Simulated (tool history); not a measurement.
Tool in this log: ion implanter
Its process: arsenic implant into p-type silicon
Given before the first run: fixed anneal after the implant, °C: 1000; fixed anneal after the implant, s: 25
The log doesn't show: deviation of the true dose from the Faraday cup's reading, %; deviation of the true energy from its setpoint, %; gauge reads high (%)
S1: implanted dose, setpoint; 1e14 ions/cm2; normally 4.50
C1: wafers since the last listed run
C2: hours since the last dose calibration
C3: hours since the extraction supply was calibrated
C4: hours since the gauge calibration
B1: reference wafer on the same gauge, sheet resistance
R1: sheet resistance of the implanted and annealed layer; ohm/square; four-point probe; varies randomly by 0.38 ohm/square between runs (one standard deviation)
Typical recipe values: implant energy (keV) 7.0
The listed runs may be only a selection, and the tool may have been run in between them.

{"run": 1, "hour": 0.0, "S1": 5.23, "implant energy (keV)": 7.0, "C1": 0, "C2": 1755.1, "C3": 2669.5, "C4": 180.1, "B1": 293.9, "R1": 233.25}
{"run": 2, "hour": 21.7, "S1": 5.23, "implant energy (keV)": 7.0, "C1": 666, "C2": 1776.8, "C3": 2691.2, "C4": 201.8, "B1": 293.99, "R1": 233.99}
{"run": 3, "hour": 34.7, "S1": 4.5, "implant energy (keV)": 7.0, "C1": 399, "C2": 1789.8, "C3": 2704.2, "C4": 214.8, "B1": 294.09, "R1": 260.08}
{"run": 4, "hour": 60.0, "S1": 4.5, "implant energy (keV)": 7.0, "C1": 777, "C2": 1815.1, "C3": 2729.5, "C4": 240.1, "B1": 294.02, "R1": 259.79}
{"run": 5, "hour": 85.8, "S1": 4.5, "implant energy (keV)": 7.0, "C1": 792, "C2": 1840.9, "C3": 2755.3, "C4": 265.9, "B1": 294.03, "R1": 260.11}
{"run": 6, "hour": 108.6, "S1": 4.5, "implant energy (keV)": 7.0, "C1": 700, "C2": 1863.7, "C3": 2778.1, "C4": 288.7, "B1": 294.04, "R1": 260.63}
{"run": 7, "hour": 139.9, "S1": 4.5, "implant energy (keV)": 7.0, "C1": 961, "C2": 1895.0, "C3": 2809.4, "C4": 320.0, "B1": 293.92, "R1": 261.29}
{"run": 8, "hour": 154.6, "S1": 4.5, "implant energy (keV)": 6.0, "C1": 451, "C2": 1909.7, "C3": 2824.1, "C4": 334.7, "B1": 294.08, "R1": 263.49}
{"run": 9, "hour": 179.5, "S1": 4.82, "implant energy (keV)": 6.5, "C1": 765, "C2": 1934.6, "C3": 2849.0, "C4": 359.6, "B1": 293.94, "R1": 250.15}

Run 10, settings as shown, results not yet in. Your forecast:
{"run": 10, "hour": 207.3, "S1": 3.93, "implant energy (keV)": 5.5, "C1": 854, "C2": 1962.4, "C3": 2876.8, "C4": 387.4, "B1": "?", "R1": "?"}

{"run 10": {"B1": 293.97, "R1": 294.76}}
The same run, on a tool lacking any hidden state, would have yielded R1 284.77 ohm/square.
